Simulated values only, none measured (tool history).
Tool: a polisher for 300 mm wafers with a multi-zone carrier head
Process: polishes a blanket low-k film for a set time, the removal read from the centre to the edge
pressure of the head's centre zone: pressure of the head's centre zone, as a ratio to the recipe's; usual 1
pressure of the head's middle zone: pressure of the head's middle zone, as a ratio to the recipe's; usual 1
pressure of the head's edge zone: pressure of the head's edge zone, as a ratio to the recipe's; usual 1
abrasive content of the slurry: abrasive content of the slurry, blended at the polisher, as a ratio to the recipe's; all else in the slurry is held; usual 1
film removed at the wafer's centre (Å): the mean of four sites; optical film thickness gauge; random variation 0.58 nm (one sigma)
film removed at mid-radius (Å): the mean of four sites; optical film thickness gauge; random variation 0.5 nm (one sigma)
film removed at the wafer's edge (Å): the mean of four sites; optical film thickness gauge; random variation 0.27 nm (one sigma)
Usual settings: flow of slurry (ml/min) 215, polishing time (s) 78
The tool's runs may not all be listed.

| run | hour | flow of slurry (ml/min) | pressure of the head's centre zone | pressure of the head's middle zone | pressure of the head's edge zone | abrasive content of the slurry | polishing time (s) | wafers since the last listed run | wafers polished on this pad | hours since the slurry nozzle was cleaned | hours since the centre zone pressure was calibrated | hours since the edge zone pressure was calibrated | hours since the carrier head's membrane was replaced | incoming thickness of the incoming film, nm | film removed at the wafer's centre (Å) | film removed at mid-radius (Å) | film removed at the wafer's edge (Å) |
|---|---|---|---|---|---|---|---|---|---|---|---|---|---|---|---|---|---|
| 1 | 0 | 215 | 1 | 1 | 1 | 1 | 78 | 0 | 59 | 790.6 | 897.7 | 412.6 | 975.4 | 368 | 392 | 396 | 394 |
| 2 | 46.4 | 215 | 1 | 1 | 1 | 1 | 78 | 382 | 442 | 837 | 944.1 | 459 | 1021.8 | 370 | 379 | 386 | 398 |
|  | 51.5 | edge zone pressure recalibrated |
| 3 | 56.9 | 215 | 1 | 1.08 | 1 | 1 | 78 | 70 | 512 | 847.5 | 954.6 | 5.4 | 1032.3 | 368.7 | 369 | 404 | 396 |
| 4 | 66 | 215 | 1 | 1.08 | 1 | 1 | 78 | 75 | 587 | 856.6 | 963.7 | 14.5 | 1041.4 | 362.7 | 367 | 414 | 399 |
|  | 79.8 | worn pad replaced by a new one |
| 5 | 80.3 | 215 | 1 | 1 | 1 | 1 | 78 | 84 | 4 | 870.9 | 978 | 28.8 | 1055.7 | 364.1 | 373 | 399 | 397 |
| 6 | 84.9 | 215 | 1 | 1 | 1 | 1 | 78 | 37 | 42 | 875.5 | 982.6 | 33.4 | 1060.3 | 371.6 | 378 | 388 | 393 |
| 7 | 91.7 | 215 | 1 | 1 | 1 | 1 | 78 | 56 | 98 | 882.3 | 989.4 | 40.2 | 1067.1 | 371.1 | 375 | 388 | 394 |
| 8 | 103.7 | 215 | 1 | 1 | 0.92 | 1 | 78 | 99 | 197 | 894.3 | 1001.4 | 52.2 | 1079.1 | 369.5 | 377 | 399 | 382 |
|  | 118.8 | slurry nozzle cleaned |
|  | 123.1 | carrier head's membrane replaced by a new one |
| 9 | 123.6 | 215 | 1 | 1 | 1 | 1 | 78 | 120 | 318 | 4.8 | 1021.3 | 72.1 | 0.5 | 368.4 | 348 | 360 | 375 |
|  | 152.1 | worn pad replaced by a new one |
| 10 | 163.8 | 215 | 0.92 | 1 | 1.07 | 1 | 78 | 298 | 96 | 45 | 1061.5 | 112.3 | 40.7 | 377.2 | 326 | 359 | 382 |
| 11 | 178.7 | 215 | 1 | 1 | 1 | 1 | 103 | 122 | 219 | 59.9 | 1076.4 | 127.2 | 55.6 | 372.8 | 461 | 474 | 487 |
|  | 191.4 | slurry nozzle cleaned, repeated, since the last time left the tool worse |
| 12 | 194.4 | 190 | 1.11 | 0.91 | 1 | 1 | 78 | 121 | 340 | 3 | 1092.1 | 142.9 | 71.3 | 370.7 | 422 | 371 | 399 |
|  | 212.8 | centre zone pressure recalibrated |
| 13 | 213.3 | 275 | 1 | 1 | 1 | 1 | 78 | 139 | 480 | 21.9 | 0.5 | 161.8 | 90.2 | 371.5 | 415 | 421 | 420 |
| 14 | 220.6 | 215 | 1 | 1 | 1 | 1 | 78 | 60 | 540 | 29.2 | 7.8 | 169.1 | 97.5 | 362 | 408 | 409 | 406 |
|  | 236.1 | worn pad replaced by a new one |
| 15 | 236.6 | 215 | 1 | 1 | 1 | 1 | 78 | 99 | 3 | 45.2 | 23.8 | 185.1 | 113.5 | 365.4 | 400 | 403 | 406 |
| 16 | 247.7 | 215 | 1 | 1.04 | 1 | 1 | 78 | 91 | 95 | 56.3 | 34.9 | 196.2 | 124.6 | 369.1 | 400 | 417 | 407 |
| 17 | 257.2 | 195 | 1 | 1 | 1.1 | 1 | 78 | 78 | 173 | 65.8 | 44.4 | 205.7 | 134.1 | 374.6 | 405 | 402 | 417 |
| 18 | 272.9 | 215 | 1 | 1 | 1 | 1 | 78 | 129 | 303 | 81.5 | 60.1 | 221.4 | 149.8 | 363.4 | 389 | 406 | 407 |
| 19 | 288.6 | 215 | 1 | 1 | 1 | 0.85 | 78 | 129 | 433 | 97.2 | 75.8 | 237.1 | 165.5 | 370 | 376 | 382 | 380 |
| 20 | 302.1 | 280 | 1.09 | 1 | 1 | 1 | 91 | 111 | 544 | 110.7 | 89.3 | 250.6 | 179 | 364.6 | 517 | 489 | 486 |

Run 21 comes next. What will it give?
|  | 313.1 | worn pad replaced by a new one |
| 21 | 313.6 | 275 | 1 | 1.1 | 1 | 1 | 54 | 61 | 4 | 122.2 | 100.8 | 262.1 | 190.5 | 367.5 | ? | ? | ? |

Run 21 gave film removed at the wafer's centre (Å) 284, film removed at mid-radius (Å) 311, film removed at the wafer's edge (Å) 286.
Without the tool's hidden state the same run would have given film removed at the wafer's centre (Å) 287, film removed at mid-radius (Å) 314, film removed at the wafer's edge (Å) 288.
